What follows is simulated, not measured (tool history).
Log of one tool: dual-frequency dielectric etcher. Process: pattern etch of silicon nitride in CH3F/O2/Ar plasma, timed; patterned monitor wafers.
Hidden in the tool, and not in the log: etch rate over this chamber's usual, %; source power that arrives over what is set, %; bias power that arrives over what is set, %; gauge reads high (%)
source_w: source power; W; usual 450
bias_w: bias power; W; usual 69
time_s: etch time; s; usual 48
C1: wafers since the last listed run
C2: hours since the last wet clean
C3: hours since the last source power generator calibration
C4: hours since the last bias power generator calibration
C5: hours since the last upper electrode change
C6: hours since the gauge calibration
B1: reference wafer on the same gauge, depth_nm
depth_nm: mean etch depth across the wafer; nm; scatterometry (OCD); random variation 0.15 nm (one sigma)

{"run": 1, "hour": 0.0, "source_w": 450, "bias_w": 69, "time_s": 48, "C1": 0, "C2": 229.3, "C3": 3700.7, "C4": 2218.4, "C5": 2261.2, "C6": 239, "B1": 41.81, "depth_nm": 38.81}
{"run": 2, "hour": 13.7, "source_w": 450, "bias_w": 61, "time_s": 48, "C1": 126, "C2": 243, "C3": 3714.4, "C4": 2232.1, "C5": 2274.9, "C6": 252.7, "B1": 41.76, "depth_nm": 35.83}
{"run": 3, "hour": 34.8, "source_w": 450, "bias_w": 69, "time_s": 48, "C1": 194, "C2": 264.1, "C3": 3735.5, "C4": 2253.2, "C5": 2296, "C6": 273.8, "B1": 41.81, "depth_nm": 38.66}
{"run": 4, "hour": 66.4, "source_w": 450, "bias_w": 69, "time_s": 48, "C1": 291, "C2": 295.7, "C3": 3767.1, "C4": 2284.8, "C5": 2327.6, "C6": 305.4, "B1": 41.78, "depth_nm": 38.78}
{"run": 5, "hour": 85.3, "source_w": 450, "bias_w": 69, "time_s": 48, "C1": 174, "C2": 314.6, "C3": 3786, "C4": 2303.7, "C5": 2346.5, "C6": 324.3, "B1": 41.75, "depth_nm": 38.57}
{"run": 6, "hour": 104.3, "source_w": 390, "bias_w": 69, "time_s": 48, "C1": 175, "C2": 333.6, "C3": 3805, "C4": 2322.7, "C5": 2365.5, "C6": 343.3, "B1": 41.74, "depth_nm": 37.09}
{"run": 7, "hour": 139.2, "source_w": 390, "bias_w": 69, "time_s": 48, "C1": 321, "C2": 368.5, "C3": 3839.9, "C4": 2357.6, "C5": 2400.4, "C6": 378.2, "B1": 41.83, "depth_nm": 37.11}
{"run": 8, "hour": 156.1, "source_w": 450, "bias_w": 69, "time_s": 53.5, "C1": 155, "C2": 385.4, "C3": 3856.8, "C4": 2374.5, "C5": 2417.3, "C6": 395.1, "B1": 41.75, "depth_nm": 43.43}
{"run": 9, "hour": 170.4, "source_w": 420, "bias_w": 69, "time_s": 48, "C1": 131, "C2": 399.7, "C3": 3871.1, "C4": 2388.8, "C5": 2431.6, "C6": 409.4, "B1": 41.84, "depth_nm": 37.98}
{"run": 10, "hour": 183.6, "source_w": 450, "bias_w": 77, "time_s": 48, "C1": 121, "C2": 412.9, "C3": 3884.3, "C4": 2402, "C5": 2444.8, "C6": 422.6, "B1": 41.75, "depth_nm": 41.02}
{"hour": 229.5, "done": "upper electrode replaced"}
{"hour": 245.2, "done": "wet clean of the chamber"}
{"run": 11, "hour": 245.7, "source_w": 450, "bias_w": 77, "time_s": 48, "C1": 206, "C2": 0.5, "C3": 3946.4, "C4": 2464.1, "C5": 16.2, "C6": 484.7, "B1": 41.8, "depth_nm": 40.57}
{"run": 12, "hour": 246.0, "source_w": 450, "bias_w": 77, "time_s": 48, "C1": 2, "C2": 0.8, "C3": 3946.7, "C4": 2464.4, "C5": 16.5, "C6": 485, "B1": 41.75, "depth_nm": 40.53}
{"run": 13, "hour": 246.9, "source_w": 450, "bias_w": 82, "time_s": 48, "C1": 8, "C2": 1.7, "C3": 3947.6, "C4": 2465.3, "C5": 17.4, "C6": 485.9, "B1": 41.81, "depth_nm": 42.11}
{"run": 14, "hour": 268.0, "source_w": 450, "bias_w": 82, "time_s": 48, "C1": 194, "C2": 22.8, "C3": 3968.7, "C4": 2486.4, "C5": 38.5, "C6": 507, "B1": 41.82, "depth_nm": 41.76}
{"run": 15, "hour": 281.1, "source_w": 450, "bias_w": 69, "time_s": 48, "C1": 120, "C2": 35.9, "C3": 3981.8, "C4": 2499.5, "C5": 51.6, "C6": 520.1, "B1": 41.78, "depth_nm": 38.43}
{"hour": 298.2, "done": "gauge calibrated"}
{"run": 16, "hour": 301.0, "source_w": 510, "bias_w": 63, "time_s": 54, "C1": 183, "C2": 55.8, "C3": 4001.7, "C4": 2519.4, "C5": 71.5, "C6": 2.8, "B1": 41.84, "depth_nm": 42.5}
{"run": 17, "hour": 320.2, "source_w": 450, "bias_w": 69, "time_s": 48, "C1": 177, "C2": 75, "C3": 4020.9, "C4": 2538.6, "C5": 90.7, "C6": 22, "B1": 41.84, "depth_nm": 38.34}
{"hour": 326.3, "done": "bias power generator calibrated"}
{"run": 18, "hour": 333.6, "source_w": 450, "bias_w": 69, "time_s": 48, "C1": 86, "C2": 88.4, "C3": 4034.3, "C4": 7.3, "C5": 104.1, "C6": 35.4, "B1": 41.87, "depth_nm": 38.41}
{"run": 19, "hour": 366.6, "source_w": 450, "bias_w": 79, "time_s": 44, "C1": 304, "C2": 121.4, "C3": 4067.3, "C4": 40.3, "C5": 137.1, "C6": 68.4, "B1": 41.84, "depth_nm": 37.86}
{"run": 20, "hour": 381.5, "source_w": 520, "bias_w": 55, "time_s": 52, "C1": 137, "C2": 136.3, "C3": 4082.2, "C4": 55.2, "C5": 152, "C6": 83.3, "B1": 41.85, "depth_nm": 38.13}
{"run": 21, "hour": 403.9, "source_w": 490, "bias_w": 86, "time_s": 54, "C1": 206, "C2": 158.7, "C3": 4104.6, "C4": 77.6, "C5": 174.4, "C6": 105.7, "B1": 41.81, "depth_nm": 49.92}
{"run": 22, "hour": 425.9, "source_w": 420, "bias_w": 77, "time_s": 48, "C1": 202, "C2": 180.7, "C3": 4126.6, "C4": 99.6, "C5": 196.4, "C6": 127.7, "B1": 41.82, "depth_nm": 40.01}
{"run": 23, "hour": 440.3, "source_w": 450, "bias_w": 82, "time_s": 48, "C1": 132, "C2": 195.1, "C3": 4141, "C4": 114, "C5": 210.8, "C6": 142.1, "B1": 41.75, "depth_nm": 42.33}
{"hour": 445.1, "done": "source power generator calibrated"}
{"run": 24, "hour": 470.8, "source_w": 450, "bias_w": 53, "time_s": 58, "C1": 244, "C2": 225.6, "C3": 25.7, "C4": 144.5, "C5": 241.3, "C6": 172.6, "B1": 41.79, "depth_nm": 40.23}
{"run": 25, "hour": 500.4, "source_w": 520, "bias_w": 64, "time_s": 52, "C1": 273, "C2": 255.2, "C3": 55.3, "C4": 174.1, "C5": 270.9, "C6": 202.2, "B1": 41.79, "depth_nm": 42.15}
{"run": 26, "hour": 522.3, "source_w": 450, "bias_w": 77, "time_s": 48, "C1": 202, "C2": 277.1, "C3": 77.2, "C4": 196, "C5": 292.8, "C6": 224.1, "B1": 41.79, "depth_nm": 41.1}
{"run": 27, "hour": 541.1, "source_w": 530, "bias_w": 75, "time_s": 48, "C1": 173, "C2": 295.9, "C3": 96, "C4": 214.8, "C5": 311.6, "C6": 242.9, "B1": 41.8, "depth_nm": 42.47}
{"run": 28, "hour": 556.8, "source_w": 450, "bias_w": 78, "time_s": 48, "C1": 144, "C2": 311.6, "C3": 111.7, "C4": 230.5, "C5": 327.3, "C6": 258.6, "B1": 41.8, "depth_nm": 41.58}
{"run": 29, "hour": 582.3, "source_w": 510, "bias_w": 78, "time_s": 48, "C1": 235, "C2": 337.1, "C3": 137.2, "C4": 256, "C5": 352.8, "C6": 284.1, "B1": 41.85, "depth_nm": 42.82}
{"run": 30, "hour": 598.3, "source_w": 360, "bias_w": 83, "time_s": 57.5, "C1": 147, "C2": 353.1, "C3": 153.2, "C4": 272, "C5": 368.8, "C6": 300.1, "B1": 41.81, "depth_nm": 47.99}
{"run": 31, "hour": 632.9, "source_w": 340, "bias_w": 69, "time_s": 37.5, "C1": 319, "C2": 387.7, "C3": 187.8, "C4": 306.6, "C5": 403.4, "C6": 334.7, "B1": 41.77, "depth_nm": 27.95}

3 ways to go on from here, each from the tool as it stands after run 31. What would each give?
{"run": "A", "hour": 633.3, "source_w": 450, "bias_w": 59, "time_s": 48, "C1": 3, "C2": 388.1, "C3": 188.2, "C4": 307, "C5": 403.8, "C6": 335.1, "B1": "?", "depth_nm": "?"}
{"run": "B", "hour": 633.3, "source_w": 450, "bias_w": 69, "time_s": 43, "C1": 3, "C2": 388.1, "C3": 188.2, "C4": 307, "C5": 403.8, "C6": 335.1, "B1": "?", "depth_nm": "?"}
{"run": "C", "hour": 633.3, "source_w": 350, "bias_w": 83, "time_s": 62, "C1": 3, "C2": 388.1, "C3": 188.2, "C4": 307, "C5": 403.8, "C6": 335.1, "B1": "?", "depth_nm": "?"}

run=A B1=41.78 depth_nm=35.5
run=B B1=41.78 depth_nm=34.66
run=C B1=41.78 depth_nm=51.32
Without the tool's hidden state the same runs would have given:
run=A depth_nm=35.14
run=B depth_nm=34.31
run=C depth_nm=50.79

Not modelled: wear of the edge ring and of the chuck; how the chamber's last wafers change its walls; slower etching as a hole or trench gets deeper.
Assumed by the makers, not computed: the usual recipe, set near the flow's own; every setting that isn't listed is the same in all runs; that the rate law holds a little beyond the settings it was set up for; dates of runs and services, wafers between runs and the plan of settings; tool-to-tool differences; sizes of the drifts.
